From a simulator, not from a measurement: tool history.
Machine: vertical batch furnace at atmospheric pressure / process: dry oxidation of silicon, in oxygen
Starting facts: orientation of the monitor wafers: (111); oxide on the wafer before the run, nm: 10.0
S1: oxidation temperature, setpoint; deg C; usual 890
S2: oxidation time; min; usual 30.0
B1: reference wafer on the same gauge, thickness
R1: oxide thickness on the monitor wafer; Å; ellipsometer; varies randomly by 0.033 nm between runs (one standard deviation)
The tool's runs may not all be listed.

Run 1, hour 0.0: usual settings; B1 26.21. Result: R1 226.8 Å.
Run 2, hour 13.2: usual settings; B1 26.21. Result: R1 226.6 Å.
Run 3, hour 29.0: usual settings; B1 26.20. Result: R1 226.6 Å.
Run 4, hour 47.6: usual settings; B1 26.20. Result: R1 226.6 Å.
Run 5, hour 56.7: usual settings but S1 881 deg C; B1 26.19. Result: R1 212.9 Å.
Run 6, hour 75.4: usual settings but S1 881 deg C; B1 26.20. Result: R1 213.1 Å.
Run 7, hour 94.9: usual settings but S1 881 deg C; B1 26.21. Result: R1 213.6 Å.
Run 8, hour 141.0: usual settings; B1 26.20. Result: R1 227.0 Å.
Run 9, hour 155.8: usual settings; B1 26.20. Result: R1 226.7 Å.
Run 10, hour 169.0: usual settings; B1 26.19. Result: R1 226.8 Å.
At hour 177.6: gauge calibrated.
Run 11, hour 182.9: usual settings; B1 26.19. Result: R1 226.7 Å.
At hour 214.7: boat lift adjusted.
At hour 222.3: thermocouples replaced and temperature profile calibrated.
Run 12, hour 222.8: usual settings; B1 26.20. Result: R1 218.9 Å.
Run 13, hour 227.7: usual settings but S2 36.5 min; B1 26.21. Result: R1 240.2 Å.
Run 14, hour 232.7: usual settings but S1 899 deg C, S2 41.5 min; B1 26.19. Result: R1 273.6 Å.

Run 15 has not been measured yet. What should we expect?
Run 15, hour 242.8: usual settings; B1 ?. Result: R1 ?.

B1: 26.19
R1: 218.8 Å
Had the tool carried no hidden state, the very same run would have given R1 218.5 Å.
